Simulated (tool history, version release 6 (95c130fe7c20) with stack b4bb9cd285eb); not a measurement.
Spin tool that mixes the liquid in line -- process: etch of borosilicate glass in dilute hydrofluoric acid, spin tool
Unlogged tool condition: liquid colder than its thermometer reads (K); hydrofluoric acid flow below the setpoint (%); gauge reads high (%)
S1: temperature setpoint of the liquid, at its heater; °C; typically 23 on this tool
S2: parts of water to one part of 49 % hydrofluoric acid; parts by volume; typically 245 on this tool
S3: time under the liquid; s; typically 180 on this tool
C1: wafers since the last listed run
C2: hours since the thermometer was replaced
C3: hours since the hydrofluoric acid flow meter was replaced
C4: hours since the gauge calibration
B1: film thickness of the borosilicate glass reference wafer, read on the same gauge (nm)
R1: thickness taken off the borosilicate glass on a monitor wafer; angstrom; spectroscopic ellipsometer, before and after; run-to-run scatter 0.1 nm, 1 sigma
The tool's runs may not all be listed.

run,hour,S1,S2,S3,C1,C2,C3,C4,B1,R1
1,0,23,245,180,0,1323.7,1876.2,237.8,79.99,197.2
2,16.9,23,245,180,92,1340.6,1893.1,254.7,80,198.8
3,65,23,245,180,261,1388.7,1941.2,302.8,79.99,196.9
4,76.4,23,245,180,62,1400.1,1952.6,314.2,80,197.9
# hour 97.3: gauge calibrated
5,108.2,23,245,255,173,1431.9,1984.4,10.9,79.99,278.3
6,125.2,23,245,95,92,1448.9,2001.4,27.9,79.99,103.3
7,135.7,23,245,95,57,1459.4,2011.9,38.4,80.02,103.5
8,150.1,23,245,180,78,1473.8,2026.3,52.8,80,196.8
9,158.8,23,245,180,47,1482.5,2035,61.5,79.98,195.9
10,166.6,23,245,180,42,1490.3,2042.8,69.3,79.97,194.8
11,174.2,23,355,235,41,1497.9,2050.4,76.9,79.98,156.6
# hour 187.2: thermometer replaced
12,189.6,23,285,110,78,2.4,2065.8,92.3,79.99,99.3
# hour 199.6: hydrofluoric acid flow meter replaced
13,200.9,21.5,205,280,56,13.7,1.3,103.6,80.01,423.9
14,207.5,23,245,180,35,20.3,7.9,110.2,80.01,229.6
15,221.4,23,245,180,75,34.2,21.8,124.1,80.01,232.1
16,227.7,26.5,350,180,34,40.5,28.1,130.4,80.01,163.3
17,237.3,23,315,210,52,50.1,37.7,140,80.01,195.8
18,250.8,23,340,245,73,63.6,51.2,153.5,80.02,206.2
19,267.7,28,130,285,92,80.5,68.1,170.4,80,936.9
20,274.5,20,245,100,37,87.3,74.9,177.2,80.01,114.8

Give the tool's hidden conditions for every run:
liquid colder than its thermometer reads (K): 0, the same for each run
gauge reads high (%): 0, the same for each run
H1: hydrofluoric acid flow below the setpoint (%)
run,H1
1,12
2,12.1
3,12.4
4,12.5
5,12.7
6,12.8
7,12.9
8,12.9
9,13
10,13
11,13.1
12,13.2
13,0.681
14,0.72
15,0.803
16,0.841
17,0.899
18,0.979
19,1.08
20,1.12
